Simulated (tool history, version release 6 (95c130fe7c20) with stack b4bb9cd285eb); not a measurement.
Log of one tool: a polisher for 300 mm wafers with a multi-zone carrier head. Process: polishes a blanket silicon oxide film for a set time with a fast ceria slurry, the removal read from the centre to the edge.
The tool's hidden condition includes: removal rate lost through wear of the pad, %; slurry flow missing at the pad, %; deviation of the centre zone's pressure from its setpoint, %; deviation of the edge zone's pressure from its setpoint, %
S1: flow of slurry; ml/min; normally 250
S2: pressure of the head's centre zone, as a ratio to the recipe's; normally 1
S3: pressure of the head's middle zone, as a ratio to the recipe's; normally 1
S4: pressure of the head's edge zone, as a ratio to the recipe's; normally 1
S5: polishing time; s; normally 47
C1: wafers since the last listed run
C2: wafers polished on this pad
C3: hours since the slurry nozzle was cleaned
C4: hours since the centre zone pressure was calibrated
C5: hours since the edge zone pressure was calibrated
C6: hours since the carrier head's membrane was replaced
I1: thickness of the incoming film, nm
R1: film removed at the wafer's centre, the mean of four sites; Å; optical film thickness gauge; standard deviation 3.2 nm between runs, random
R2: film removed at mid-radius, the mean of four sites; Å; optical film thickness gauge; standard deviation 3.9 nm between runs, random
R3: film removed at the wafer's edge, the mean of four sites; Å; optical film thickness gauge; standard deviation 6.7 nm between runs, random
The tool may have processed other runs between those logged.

run,hour,S1,S2,S3,S4,S5,C1,C2,C3,C4,C5,C6,I1,R1,R2,R3
1,0,250,1,1,1,60,0,347,926.3,353.8,856,1971,3813,5329,5702,5685
# hour 7.4: edge zone pressure recalibrated
2,7.9,250,1,1,1,60,44,392,934.2,361.7,0.5,1978.9,3828.2,5350,5720,5820
# hour 19.3: centre zone pressure recalibrated
3,19.8,250,1,1,1,47,75,468,946.1,0.5,12.4,1990.8,3830.7,4524,4491,4454
4,29.9,250,1,1,1,62,76,545,956.2,10.6,22.5,2000.9,3738.8,5979,5884,5976
5,45.9,225,1,1,1,47,121,667,972.2,26.6,38.5,2016.9,3776.2,4380,4306,4426
# hour 53.3: slurry nozzle cleaned
# hour 62.7: worn pad replaced by a new one
6,70.9,250,1,1,1,47,152,62,17.6,51.6,63.5,2041.9,3818.4,4648,4501,4629
7,84.3,195,1.09,0.91,1,47,102,164,31,65,76.9,2055.3,3759.4,4903,4093,4452
8,97.8,250,1,0.92,1,47,102,267,44.5,78.5,90.4,2068.8,3821.1,4531,4203,4472
9,111.6,250,1.04,1,1,55,105,372,58.3,92.3,104.2,2082.6,3793.3,5482,5273,5281
# hour 127.9: carrier head's membrane replaced by a new one
10,128.4,250,1,1,0.9,47,89,462,75.1,109.1,121,0.5,3731.9,4494,4448,4289
11,133.7,300,1,1.08,1,47,40,503,80.4,114.4,126.3,5.8,3776.4,4595,4849,4462
12,144.1,250,1,1,1.07,47,79,582,90.8,124.8,136.7,16.2,3732.6,4452,4476,4619
13,156.5,250,0.91,1,0.91,47,94,676,103.2,137.2,149.1,28.6,3749.2,3997,4385,4380
14,174.5,185,1,1,1,47,137,814,121.2,155.2,167.1,46.6,3813.7,4204,4258,4242
# hour 195: worn pad replaced by a new one
15,195.5,250,1,1.11,0.94,62,129,3,142.2,176.2,188.1,67.6,3730.6,5888,6529,5724
16,197.9,250,1.05,1,1.12,47,18,22,144.6,178.6,190.5,70,3790.1,4663,4475,4622
17,214.8,250,1.11,1,0.92,47,128,150,161.5,195.5,207.4,86.9,3799.2,5007,4423,4394
18,224.8,225,0.96,1,1,58,76,227,171.5,205.5,217.4,96.9,3730.5,5221,5447,5462
19,241.4,250,1,1,1.07,47,126,353,188.1,222.1,234,113.5,3712.5,4324,4450,4665
20,257.9,250,1,0.92,1,47,125,479,204.6,238.6,250.5,130,3814.1,4374,4142,4475
21,266.7,250,0.93,1.12,1,55,67,546,213.4,247.4,259.3,138.8,3800.2,4730,5679,5132
22,278,295,1,1,1.04,51,86,632,224.7,258.7,270.6,150.1,3795.9,4695,4814,4944
23,295.7,170,1,1,1,47,134,767,242.4,276.4,288.3,167.8,3798,4095,4181,4261

Take each entry between the runs: how does the hidden state at the last listed run before it differ from the hidden state at the first listed run after it?
Between runs 1 and 2: edge zone pressure recalibrated (hour 7.4)
  removal rate lost through wear of the pad, %: 0.988 -> 1.2; deviation of the centre zone's pressure from its setpoint, %: -6.76 -> -7.08
  what was measured, less what the result would be without the hidden state, R1: -446 -> -480 Å; R2: -55 -> -67 Å; R3: -57 -> -71 Å
Between runs 2 and 3: centre zone pressure recalibrated (hour 19.3)
  removal rate lost through wear of the pad, %: 1.2 -> 1.57; deviation of the centre zone's pressure from its setpoint, %: -7.08 -> 1.11
  what was measured, less what the result would be without the hidden state, R1: -480 -> -21 Å; R2: -67 -> -72 Å; R3: -71 -> -71 Å
Between runs 5 and 6: slurry nozzle cleaned (hour 53.3); worn pad replaced by a new one (hour 62.7)
  removal rate lost through wear of the pad, %: 2.66 -> 0.163; deviation of the centre zone's pressure from its setpoint, %: 1.07 -> 0.96
  what was measured, less what the result would be without the hidden state, R1: -71 -> +37 Å; R2: -118 -> -7 Å; R3: -121 -> -8 Å
Between runs 9 and 10: carrier head's membrane replaced by a new one (hour 127.9)
  removal rate lost through wear of the pad, %: 0.78 -> 1.29; deviation of the centre zone's pressure from its setpoint, %: 0.628 -> 0.437
  what was measured, less what the result would be without the hidden state, R1: -9 -> -39 Å; R2: -42 -> -59 Å; R3: -41 -> -56 Å
Between runs 14 and 15: worn pad replaced by a new one (hour 195)
  removal rate lost through wear of the pad, %: 3.46 -> 1.3; deviation of the centre zone's pressure from its setpoint, %: -0.254 -> -0.648
  what was measured, less what the result would be without the hidden state, R1: -162 -> -117 Å; R2: -153 -> -86 Å; R3: -152 -> -75 Å
